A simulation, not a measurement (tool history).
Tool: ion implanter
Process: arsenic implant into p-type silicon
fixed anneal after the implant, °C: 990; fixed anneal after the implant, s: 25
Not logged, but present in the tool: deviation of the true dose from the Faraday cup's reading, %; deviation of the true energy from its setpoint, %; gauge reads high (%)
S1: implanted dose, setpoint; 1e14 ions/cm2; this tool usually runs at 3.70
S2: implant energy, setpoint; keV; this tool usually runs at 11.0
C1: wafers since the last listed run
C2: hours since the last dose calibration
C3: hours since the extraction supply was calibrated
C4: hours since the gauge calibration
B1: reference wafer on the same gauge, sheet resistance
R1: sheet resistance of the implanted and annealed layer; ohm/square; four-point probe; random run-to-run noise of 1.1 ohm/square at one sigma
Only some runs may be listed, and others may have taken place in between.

run	day	S1	S2	C1	C2	C3	C4	B1	R1
1	0.000	3.70	11.0	0	193.7	3826.9	272.6	233.06	274.84
2	1.071	3.70	11.0	449	219.4	3852.6	298.3	233.03	278.54
# day 2.008: gauge calibrated
3	2.454	3.70	11.0	580	252.6	3885.8	10.7	232.86	274.73
4	2.954	3.70	11.0	209	264.6	3897.8	22.7	233.02	277.41
5	4.154	3.70	11.0	503	293.4	3926.6	51.5	232.99	274.10
6	5.404	3.70	11.0	524	323.4	3956.6	81.5	232.98	276.33
7	6.017	3.70	11.0	257	338.1	3971.3	96.2	232.91	275.47
8	7.404	3.70	11.0	582	371.4	4004.6	129.5	232.88	275.14
9	7.975	3.70	11.0	239	385.1	4018.3	143.2	233.05	274.17
10	8.746	3.70	14.0	323	403.6	4036.8	161.7	232.94	266.55
11	9.950	3.70	14.0	505	432.5	4065.7	190.6	233.13	267.12
12	10.921	3.70	9.5	407	455.8	4089.0	213.9	233.07	279.36
13	11.517	3.70	9.5	250	470.1	4103.3	228.2	233.15	279.49
14	12.850	3.70	11.0	559	502.1	4135.3	260.2	232.98	275.10
15	13.621	3.11	11.0	323	520.6	4153.8	278.7	232.95	313.55
16	14.858	3.70	11.0	519	550.3	4183.5	308.4	233.13	274.60
17	16.017	4.35	9.5	486	578.1	4211.3	336.2	233.00	246.33
# day 16.350: gauge calibrated
18	16.646	3.70	11.0	264	593.2	4226.4	7.1	232.89	273.56
# day 17.017: Faraday cup replaced and dose calibrated
19	17.800	4.48	12.5	344	18.8	4254.1	34.8	233.06	231.65
20	18.775	3.70	11.0	409	42.2	4277.5	58.2	232.76	268.52
21	19.792	3.70	11.0	426	66.6	4301.9	82.6	233.11	267.78
22	20.858	3.70	9.0	447	92.2	4327.5	108.2	232.91	272.35
23	22.258	3.70	10.0	587	125.8	4361.1	141.8	232.92	269.43
# day 23.242: extraction supply calibrated
# day 23.867: Faraday cup replaced and dose calibrated, repeated, since the last time left the tool worse
24	23.888	2.81	11.0	404	0.5	15.5	180.9	232.76	345.09
25	25.625	3.02	14.5	729	42.2	57.2	222.6	233.04	317.88
26	26.517	3.70	11.0	374	63.6	78.6	244.0	232.94	278.85
27	27.579	4.74	14.0	446	89.1	104.1	269.5	233.05	227.50
28	28.504	4.55	11.0	388	111.3	126.3	291.7	233.12	238.28
29	29.208	3.70	13.0	295	128.2	143.2	308.6	233.00	272.60

Here are 4 independent what-if runs from the current tool condition. What would each one return?
A	29.225	3.70	12.0	6	128.6	143.6	309.0	?	?
B	29.225	4.47	12.5	6	128.6	143.6	309.0	?	?
C	29.225	4.18	12.5	6	128.6	143.6	309.0	?	?
D	29.225	4.47	7.5	6	128.6	143.6	309.0	?	?

run	B1	R1
A	233.16	275.60
B	233.16	238.90
C	233.16	250.76
D	233.16	250.39
What these runs would have given with no unlogged condition in the tool:
run	R1
A	277.98
B	240.87
C	252.87
D	252.44

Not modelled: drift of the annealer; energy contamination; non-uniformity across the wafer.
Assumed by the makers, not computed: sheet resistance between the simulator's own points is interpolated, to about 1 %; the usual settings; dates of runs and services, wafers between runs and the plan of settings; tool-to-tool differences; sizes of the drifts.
